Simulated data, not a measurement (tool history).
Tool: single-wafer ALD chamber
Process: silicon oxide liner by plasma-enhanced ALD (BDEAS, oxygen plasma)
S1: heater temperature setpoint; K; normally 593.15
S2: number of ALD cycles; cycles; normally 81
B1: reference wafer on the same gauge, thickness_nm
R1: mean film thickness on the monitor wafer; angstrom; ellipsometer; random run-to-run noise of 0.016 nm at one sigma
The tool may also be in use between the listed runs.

{"run": 1, "day": 0.0, "S1": 593.15, "S2": 87, "B1": 5.964, "R1": 69.52}
{"run": 2, "day": 1.821, "S1": 593.15, "S2": 87, "B1": 5.958, "R1": 69.48}
{"run": 3, "day": 4.538, "S1": 582.15, "S2": 81, "B1": 5.96, "R1": 65.36}
{"run": 4, "day": 7.033, "S1": 582.15, "S2": 81, "B1": 5.958, "R1": 65.54}
{"run": 5, "day": 8.183, "S1": 601.15, "S2": 81, "B1": 5.962, "R1": 63.99}
{"run": 6, "day": 10.246, "S1": 601.15, "S2": 81, "B1": 5.957, "R1": 63.88}
{"run": 7, "day": 13.008, "S1": 601.15, "S2": 81, "B1": 5.956, "R1": 63.92}
{"run": 8, "day": 16.275, "S1": 593.15, "S2": 81, "B1": 5.962, "R1": 64.73}
{"run": 9, "day": 18.038, "S1": 593.15, "S2": 81, "B1": 5.961, "R1": 64.5}
{"run": 10, "day": 19.046, "S1": 593.15, "S2": 81, "B1": 5.959, "R1": 64.66}
{"run": 11, "day": 20.975, "S1": 593.15, "S2": 92, "B1": 5.959, "R1": 73.31}
{"day": 23.85, "done": "thermocouple changed; heater temperature recalibrated"}
{"run": 12, "day": 23.862, "S1": 603.15, "S2": 81, "B1": 5.958, "R1": 63.48}
{"day": 25.571, "done": "gauge calibrated"}
{"run": 13, "day": 26.825, "S1": 593.15, "S2": 81, "B1": 5.961, "R1": 64.75}
{"run": 14, "day": 27.888, "S1": 593.15, "S2": 81, "B1": 5.956, "R1": 64.83}
{"run": 15, "day": 29.204, "S1": 588.15, "S2": 90, "B1": 5.957, "R1": 72.04}
{"run": 16, "day": 31.112, "S1": 582.15, "S2": 88, "B1": 5.958, "R1": 71.14}
{"run": 17, "day": 33.492, "S1": 606.15, "S2": 95, "B1": 5.963, "R1": 74.43}
{"run": 18, "day": 34.525, "S1": 593.15, "S2": 75, "B1": 5.965, "R1": 59.97}
{"run": 19, "day": 37.438, "S1": 601.15, "S2": 87, "B1": 5.958, "R1": 68.67}
{"run": 20, "day": 39.758, "S1": 593.15, "S2": 81, "B1": 5.958, "R1": 64.56}
{"run": 21, "day": 42.571, "S1": 604.15, "S2": 95, "B1": 5.96, "R1": 75.03}
{"run": 22, "day": 44.921, "S1": 583.15, "S2": 81, "B1": 5.959, "R1": 65.57}

Forecast each of these 4 alternatives for the next run:
{"run": "A", "day": 44.942, "S1": 593.15, "S2": 90, "B1": "?", "R1": "?"}
{"run": "B", "day": 44.942, "S1": 593.15, "S2": 93, "B1": "?", "R1": "?"}
{"run": "C", "day": 44.942, "S1": 593.15, "S2": 76, "B1": "?", "R1": "?"}
{"run": "D", "day": 44.942, "S1": 593.15, "S2": 70, "B1": "?", "R1": "?"}

run=A B1=5.960 R1=71.68
run=B B1=5.960 R1=74.07
run=C B1=5.960 R1=60.53
run=D B1=5.960 R1=55.75
With no hidden state in the tool, these same runs would have given:
run=A R1=71.68
run=B R1=74.07
run=C R1=60.53
run=D R1=55.75

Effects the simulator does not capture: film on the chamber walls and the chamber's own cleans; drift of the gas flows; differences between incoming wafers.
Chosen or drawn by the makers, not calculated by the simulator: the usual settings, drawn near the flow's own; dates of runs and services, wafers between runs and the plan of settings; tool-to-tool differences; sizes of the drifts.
